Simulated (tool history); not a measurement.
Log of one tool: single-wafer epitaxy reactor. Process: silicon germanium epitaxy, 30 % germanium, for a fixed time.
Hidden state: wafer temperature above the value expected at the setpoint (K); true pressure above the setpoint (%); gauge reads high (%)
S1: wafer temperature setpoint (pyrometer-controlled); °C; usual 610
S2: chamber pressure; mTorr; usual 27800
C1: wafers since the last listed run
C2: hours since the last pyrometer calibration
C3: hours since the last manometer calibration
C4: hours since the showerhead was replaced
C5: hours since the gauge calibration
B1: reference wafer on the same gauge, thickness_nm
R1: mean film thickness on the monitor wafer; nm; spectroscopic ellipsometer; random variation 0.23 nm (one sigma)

Run 1, day 0: usual settings but S1 603 °C; C1 0; C2 724.9; C3 2298.8; C4 3989.7; C5 88.2; B1 80.405. Result: R1 65.297 nm.
Run 2, day 1.321: usual settings but S1 606 °C; C1 751; C2 756.6; C3 2330.5; C4 4021.4; C5 119.9; B1 80.337. Result: R1 68.89 nm.
Run 3, day 2.592: usual settings but S1 606 °C; C1 722; C2 787.1; C3 2361; C4 4051.9; C5 150.4; B1 80.257. Result: R1 69.059 nm.
Run 4, day 3.483: usual settings; C1 506; C2 808.5; C3 2382.4; C4 4073.3; C5 171.8; B1 80.227. Result: R1 74.027 nm.
Run 5, day 4.383: usual settings; C1 511; C2 830.1; C3 2404; C4 4094.9; C5 193.4; B1 80.198. Result: R1 74.779 nm.
Run 6, day 5.696: usual settings; C1 746; C2 861.6; C3 2435.5; C4 4126.4; C5 224.9; B1 80.198. Result: R1 74.13 nm.
Run 7, day 6.962: usual settings; C1 720; C2 892; C3 2465.9; C4 4156.8; C5 255.3; B1 80.11. Result: R1 74.314 nm.
Run 8, day 7.633: usual settings but S1 618 °C, S2 23500 mTorr; C1 381; C2 908.1; C3 2482; C4 4172.9; C5 271.4; B1 80.169. Result: R1 78.938 nm.
Run 9, day 8.367: usual settings but S1 618 °C, S2 23500 mTorr; C1 416; C2 925.7; C3 2499.6; C4 4190.5; C5 289; B1 80.122. Result: R1 78.569 nm.
At day 8.654: gauge calibrated.
Run 10, day 9.196: usual settings but S1 618 °C, S2 23500 mTorr; C1 471; C2 945.6; C3 2519.5; C4 4210.4; C5 13; B1 81.035. Result: R1 79.663 nm.
At day 10.079: pyrometer calibrated.
Run 11, day 10.242: usual settings but S1 621 °C, S2 31200 mTorr; C1 405; C2 3.9; C3 2544.6; C4 4235.5; C5 38.1; B1 80.809. Result: R1 97.13 nm.
Run 12, day 11.412: usual settings but S1 618 °C, S2 23500 mTorr; C1 665; C2 32; C3 2572.7; C4 4263.6; C5 66.2; B1 80.705. Result: R1 79.659 nm.
Run 13, day 12.171: usual settings; C1 431; C2 50.2; C3 2590.9; C4 4281.8; C5 84.4; B1 80.593. Result: R1 75.062 nm.
At day 12.825: showerhead replaced.
Run 14, day 12.846: usual settings but S1 624 °C, S2 21900 mTorr; C1 194; C2 66.4; C3 2607.1; C4 0.5; C5 100.6; B1 80.512. Result: R1 85.041 nm.
At day 13.729: capacitance manometer re-zeroed and calibrated.
Run 15, day 14.079: usual settings; C1 511; C2 96; C3 8.4; C4 30.1; C5 130.2; B1 80.438. Result: R1 74.597 nm.
Run 16, day 14.921: usual settings but S1 598 °C, S2 30000 mTorr; C1 478; C2 116.2; C3 28.6; C4 50.3; C5 150.4; B1 80.382. Result: R1 61.825 nm.
Run 17, day 16.158: usual settings but S1 602 °C, S2 25800 mTorr; C1 703; C2 145.9; C3 58.3; C4 80; C5 180.1; B1 80.318. Result: R1 61.627 nm.
Run 18, day 17.542: usual settings but S1 602 °C, S2 31000 mTorr; C1 786; C2 179.1; C3 91.5; C4 113.2; C5 213.3; B1 80.32. Result: R1 67.756 nm.
Run 19, day 18.321: usual settings but S1 622 °C, S2 23100 mTorr; C1 443; C2 197.8; C3 110.2; C4 131.9; C5 232; B1 80.262. Result: R1 84.122 nm.
At day 19.408: gauge calibrated.
Run 20, day 19.717: usual settings but S2 33300 mTorr; C1 793; C2 231.3; C3 143.7; C4 165.4; C5 7.4; B1 80.954. Result: R1 82.133 nm.

The same runs without the tool's hidden state, with the same run-to-run variation:
run      R1
  1  65.828
  2  69.539
  3  69.769
  4  74.823
  5  75.609
  6  74.982
  7  75.189
  8  79.875
  9  79.511
 10  79.759
 11  97.481
 12  80.107
 13  75.559
 14  85.666
 15  75.225
 16  62.378
 17  62.215
 18  68.435
 19  84.983
 20  82.263

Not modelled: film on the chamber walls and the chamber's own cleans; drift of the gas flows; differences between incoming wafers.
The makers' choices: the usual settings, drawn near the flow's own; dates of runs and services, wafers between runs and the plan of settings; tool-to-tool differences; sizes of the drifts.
